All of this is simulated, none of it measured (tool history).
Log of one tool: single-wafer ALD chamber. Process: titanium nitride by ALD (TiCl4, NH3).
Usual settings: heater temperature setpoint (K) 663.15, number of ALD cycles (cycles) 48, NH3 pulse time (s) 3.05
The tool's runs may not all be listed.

run,hour,heater temperature setpoint (K),number of ALD cycles (cycles),NH3 pulse time (s),"read-back reference wafer on the same gauge, thickness_nm",mean film thickness on the monitor wafer (nm)
1,0.0,663.15,55,3.05,1.110,1.269
# hour 27.8: gauge calibrated
2,33.7,663.15,55,3.05,1.111,1.267
3,98.9,663.15,48,3.05,1.110,1.108
4,137.8,663.15,48,3.05,1.110,1.103
5,170.1,663.15,48,3.05,1.111,1.104
6,209.8,663.15,48,2.49,1.110,1.090
7,248.0,663.15,43,2.26,1.110,0.969
# hour 277.2: thermocouple changed; heater temperature recalibrated
# hour 287.1: showerhead replaced
8,319.1,663.15,43,2.26,1.110,0.969
9,354.6,672.15,51,1.89,1.110,1.143
10,406.7,663.15,48,3.05,1.110,1.108
# hour 428.0: gauge calibrated
11,462.2,671.15,42,3.05,1.110,0.971
12,514.5,670.15,53,3.55,1.109,1.238
13,569.2,663.15,48,3.05,1.110,1.107
14,612.0,653.15,45,3.45,1.110,1.037
15,639.8,663.15,45,3.72,1.110,1.044
16,711.7,663.15,48,3.05,1.109,1.107

The tool's hidden state at each run:
wafer temperature above the value expected at the setpoint (K): 0 in every run
gauge reads high (%): 0 in every run

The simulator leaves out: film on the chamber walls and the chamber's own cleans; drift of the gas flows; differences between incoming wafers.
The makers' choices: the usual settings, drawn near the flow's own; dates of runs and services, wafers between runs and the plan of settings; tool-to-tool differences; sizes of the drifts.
